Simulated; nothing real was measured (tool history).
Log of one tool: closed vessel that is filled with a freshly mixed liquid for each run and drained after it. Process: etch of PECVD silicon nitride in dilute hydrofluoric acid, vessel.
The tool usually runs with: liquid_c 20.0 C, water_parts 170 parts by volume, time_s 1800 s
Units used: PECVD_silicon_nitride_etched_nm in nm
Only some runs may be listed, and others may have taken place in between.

run	day	liquid_c	water_parts	time_s	read-back film thickness of the PECVD silicon nitride reference wafer, read on the same gauge (nm)	PECVD_silicon_nitride_etched_nm
1	0.000	22.0	170	1800	50.02	22.88
2	1.662	22.0	170	1800	50.02	23.01
3	3.633	22.0	170	1800	50.01	22.72
4	5.450	20.0	170	1800	49.99	20.17
5	13.321	20.0	170	1800	49.98	20.42
6	16.179	20.0	170	1800	50.02	20.42
7	17.258	20.0	170	1800	50.00	20.74
8	20.188	20.0	170	1800	50.02	20.77
9	22.933	20.0	125	1800	50.07	28.28
# day 24.046: gauge calibrated
10	24.446	19.0	170	2615	49.99	27.93
11	27.308	19.0	170	2615	49.99	28.63
12	29.446	19.0	170	2615	50.02	28.78
13	31.921	20.0	170	1800	49.98	21.26
14	34.875	17.5	170	1800	49.94	17.98
# day 35.812: hydrofluoric acid flow meter replaced
15	35.875	17.0	125	2450	50.00	32.21
16	37.104	20.0	170	1000	50.00	11.83
# day 37.604: thermometer replaced
17	39.579	20.0	170	1800	50.03	18.51
18	42.175	20.0	170	870	49.96	9.09
19	44.217	20.0	170	1800	49.99	19.06
20	45.954	23.0	170	1800	50.01	22.87
21	48.283	18.5	145	2575	49.98	28.72
22	51.096	18.5	250	2760	50.03	18.10
23	52.250	17.5	170	970	50.02	8.74
24	54.671	17.5	105	2835	50.00	40.45
25	56.817	23.0	135	1260	50.00	20.35
26	58.854	20.0	170	1800	50.02	19.52

Forecast each of these 5 alternatives for the next run:
A	58.904	20.0	170	1800	?	?
B	58.904	20.0	170	925	?	?
C	58.904	17.0	230	840	?	?
D	58.904	24.5	210	1025	?	?
E	58.904	17.0	210	1800	?	?

run	read-back film thickness of the PECVD silicon nitride reference wafer, read on the same gauge (nm)	PECVD_silicon_nitride_etched_nm
A	49.99	19.11
B	49.99	9.82
C	49.99	5.46
D	49.99	11.80
E	49.99	12.76
Take away the tool's hidden state, keep each run's random variation, and the runs would have read:
run	PECVD_silicon_nitride_etched_nm
A	18.43
B	9.47
C	5.26
D	11.40
E	12.30
